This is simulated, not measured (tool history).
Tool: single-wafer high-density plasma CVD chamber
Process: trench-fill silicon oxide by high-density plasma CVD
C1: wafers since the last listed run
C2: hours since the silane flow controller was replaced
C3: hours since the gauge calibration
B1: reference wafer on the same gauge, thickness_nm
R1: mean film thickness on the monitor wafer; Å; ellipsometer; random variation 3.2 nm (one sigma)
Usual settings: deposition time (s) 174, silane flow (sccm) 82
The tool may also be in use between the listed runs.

run 1 day=0 | deposition_time_(s)=174 silane_flow_(sccm)=92 | C1=0 C2=2427.6 C3=221.6 | B1=1431.951 | R1=16956.23
run 2 day=0.633 | deposition_time_(s)=174 silane_flow_(sccm)=82 | C1=111 C2=2442.8 C3=236.8 | B1=1429.463 | R1=15500.43
run 3 day=1.021 | deposition_time_(s)=174 silane_flow_(sccm)=90 | C1=68 C2=2452.1 C3=246.1 | B1=1429.981 | R1=16735.88
run 4 day=1.454 | deposition_time_(s)=174 silane_flow_(sccm)=90 | C1=76 C2=2462.5 C3=256.5 | B1=1430.645 | R1=16668.38
run 5 day=2.012 | deposition_time_(s)=174 silane_flow_(sccm)=82 | C1=98 C2=2475.9 C3=269.9 | B1=1430.09 | R1=15496.11
run 6 day=2.725 | deposition_time_(s)=174 silane_flow_(sccm)=82 | C1=125 C2=2493 C3=287 | B1=1431.967 | R1=15483.2
run 7 day=3.3 | deposition_time_(s)=174 silane_flow_(sccm)=82 | C1=101 C2=2506.8 C3=300.8 | B1=1429.82 | R1=15607.41
run 8 day=4.017 | deposition_time_(s)=174 silane_flow_(sccm)=82 | C1=126 C2=2524 C3=318 | B1=1430.207 | R1=15551.06
run 9 day=4.483 | deposition_time_(s)=174 silane_flow_(sccm)=82 | C1=82 C2=2535.2 C3=329.2 | B1=1429.526 | R1=15523.55
run 10 day=5.054 | deposition_time_(s)=174 silane_flow_(sccm)=82 | C1=100 C2=2548.9 C3=342.9 | B1=1428.998 | R1=15535.42
run 11 day=5.567 | deposition_time_(s)=174 silane_flow_(sccm)=82 | C1=90 C2=2561.2 C3=355.2 | B1=1428.42 | R1=15516.95
run 12 day=6.129 | deposition_time_(s)=174 silane_flow_(sccm)=82 | C1=99 C2=2574.7 C3=368.7 | B1=1428.812 | R1=15576.76
run 13 day=6.479 | deposition_time_(s)=174 silane_flow_(sccm)=82 | C1=61 C2=2583.1 C3=377.1 | B1=1428.912 | R1=15537.7
run 14 day=7.158 | deposition_time_(s)=174 silane_flow_(sccm)=74 | C1=119 C2=2599.4 C3=393.4 | B1=1429.714 | R1=14403.52
run 15 day=7.85 | deposition_time_(s)=151 silane_flow_(sccm)=79 | C1=122 C2=2616 C3=410 | B1=1428.378 | R1=13099.92
run 16 day=8.467 | deposition_time_(s)=174 silane_flow_(sccm)=82 | C1=108 C2=2630.8 C3=424.8 | B1=1429.132 | R1=15607.5
run 17 day=9.062 | deposition_time_(s)=174 silane_flow_(sccm)=82 | C1=105 C2=2645.1 C3=439.1 | B1=1430.742 | R1=15519.84
run 18 day=10.496 | deposition_time_(s)=174 silane_flow_(sccm)=82 | C1=253 C2=2679.5 C3=473.5 | B1=1430.031 | R1=15561.03
run 19 day=11.233 | deposition_time_(s)=174 silane_flow_(sccm)=82 | C1=130 C2=2697.2 C3=491.2 | B1=1428.099 | R1=15553.1
run 20 day=11.504 | deposition_time_(s)=198 silane_flow_(sccm)=82 | C1=47 C2=2703.7 C3=497.7 | B1=1429.44 | R1=17785.96
run 21 day=11.788 | deposition_time_(s)=198 silane_flow_(sccm)=82 | C1=50 C2=2710.5 C3=504.5 | B1=1430.476 | R1=17716.09
run 22 day=12.229 | deposition_time_(s)=198 silane_flow_(sccm)=82 | C1=78 C2=2721.1 C3=515.1 | B1=1430.341 | R1=17646.67
run 23 day=12.942 | deposition_time_(s)=192 silane_flow_(sccm)=86 | C1=125 C2=2738.2 C3=532.2 | B1=1431.967 | R1=17829.91
run 24 day=13.567 | deposition_time_(s)=156 silane_flow_(sccm)=97 | C1=110 C2=2753.2 C3=547.2 | B1=1430.462 | R1=15890.28
run 25 day=13.983 | deposition_time_(s)=192 silane_flow_(sccm)=70 | C1=73 C2=2763.2 C3=557.2 | B1=1429.571 | R1=15358.77
run 26 day=14.233 | deposition_time_(s)=174 silane_flow_(sccm)=69 | C1=44 C2=2769.2 C3=563.2 | B1=1430.776 | R1=13693.07
run 27 day=14.712 | deposition_time_(s)=206 silane_flow_(sccm)=82 | C1=84 C2=2780.7 C3=574.7 | B1=1430.74 | R1=18422.86
run 28 day=14.979 | deposition_time_(s)=184 silane_flow_(sccm)=68 | C1=47 C2=2787.1 C3=581.1 | B1=1429.707 | R1=14379.22
run 29 day=15.7 | deposition_time_(s)=174 silane_flow_(sccm)=82 | C1=127 C2=2804.4 C3=598.4 | B1=1430.16 | R1=15636.12
run 30 day=16.333 | deposition_time_(s)=194 silane_flow_(sccm)=70 | C1=111 C2=2819.6 C3=613.6 | B1=1429.827 | R1=15476.77
run 31 day=16.796 | deposition_time_(s)=145 silane_flow_(sccm)=89 | C1=81 C2=2830.7 C3=624.7 | B1=1430.058 | R1=13828.78
run 32 day=17.338 | deposition_time_(s)=151 silane_flow_(sccm)=89 | C1=95 C2=2843.7 C3=637.7 | B1=1429.046 | R1=14471.67
run 33 day=17.738 | deposition_time_(s)=174 silane_flow_(sccm)=95 | C1=70 C2=2853.3 C3=647.3 | B1=1430.388 | R1=17463.81
-- day=19.496 silane flow controller replaced
-- day=19.629 gauge calibrated
run 34 day=19.817 | deposition_time_(s)=202 silane_flow_(sccm)=73 | C1=308 C2=7.7 C3=4.5 | B1=1429.313 | R1=15997.17
run 35 day=20.304 | deposition_time_(s)=139 silane_flow_(sccm)=76 | C1=86 C2=19.4 C3=16.2 | B1=1429.834 | R1=11359.24
run 36 day=22.175 | deposition_time_(s)=206 silane_flow_(sccm)=87 | C1=330 C2=64.3 C3=61.1 | B1=1428.989 | R1=18640.19
run 37 day=22.758 | deposition_time_(s)=145 silane_flow_(sccm)=66 | C1=103 C2=78.3 C3=75.1 | B1=1429.951 | R1=10719.36
run 38 day=24.171 | deposition_time_(s)=174 silane_flow_(sccm)=82 | C1=249 C2=112.2 C3=109 | B1=1430.533 | R1=15043.56
run 39 day=24.762 | deposition_time_(s)=148 silane_flow_(sccm)=94 | C1=104 C2=126.4 C3=123.2 | B1=1431.167 | R1=14243.58
run 40 day=25.225 | deposition_time_(s)=174 silane_flow_(sccm)=70 | C1=81 C2=137.5 C3=134.3 | B1=1429.624 | R1=13380.95
run 41 day=25.875 | deposition_time_(s)=174 silane_flow_(sccm)=95 | C1=114 C2=153.1 C3=149.9 | B1=1429.144 | R1=16910.91
run 42 day=26.408 | deposition_time_(s)=207 silane_flow_(sccm)=93 | C1=94 C2=165.9 C3=162.7 | B1=1429.423 | R1=19691.48
run 43 day=26.846 | deposition_time_(s)=174 silane_flow_(sccm)=82 | C1=77 C2=176.4 C3=173.2 | B1=1430.849 | R1=15032.75
run 44 day=27.175 | deposition_time_(s)=174 silane_flow_(sccm)=98 | C1=58 C2=184.3 C3=181.1 | B1=1429.898 | R1=17248.09

4 ways to go on from here, each from the tool as it stands after run 44. What would each give?
run A day=27.192 | deposition_time_(s)=191 silane_flow_(sccm)=82 | C1=2 C2=184.7 C3=181.5 | B1=? | R1=?
run B day=27.192 | deposition_time_(s)=140 silane_flow_(sccm)=91 | C1=2 C2=184.7 C3=181.5 | B1=? | R1=?
run C day=27.192 | deposition_time_(s)=145 silane_flow_(sccm)=67 | C1=2 C2=184.7 C3=181.5 | B1=? | R1=?
run D day=27.192 | deposition_time_(s)=144 silane_flow_(sccm)=82 | C1=2 C2=184.7 C3=181.5 | B1=? | R1=?

run=A B1=1429.12 R1=16583.47
run=B B1=1429.12 R1=13157.02
run=C B1=1429.12 R1=10860.61
run=D B1=1429.12 R1=12502.72
Without the tool's hidden state the same runs would have given:
run=A R1=16535.24
run=B R1=13118.75
run=C R1=10829.02
run=D R1=12466.36

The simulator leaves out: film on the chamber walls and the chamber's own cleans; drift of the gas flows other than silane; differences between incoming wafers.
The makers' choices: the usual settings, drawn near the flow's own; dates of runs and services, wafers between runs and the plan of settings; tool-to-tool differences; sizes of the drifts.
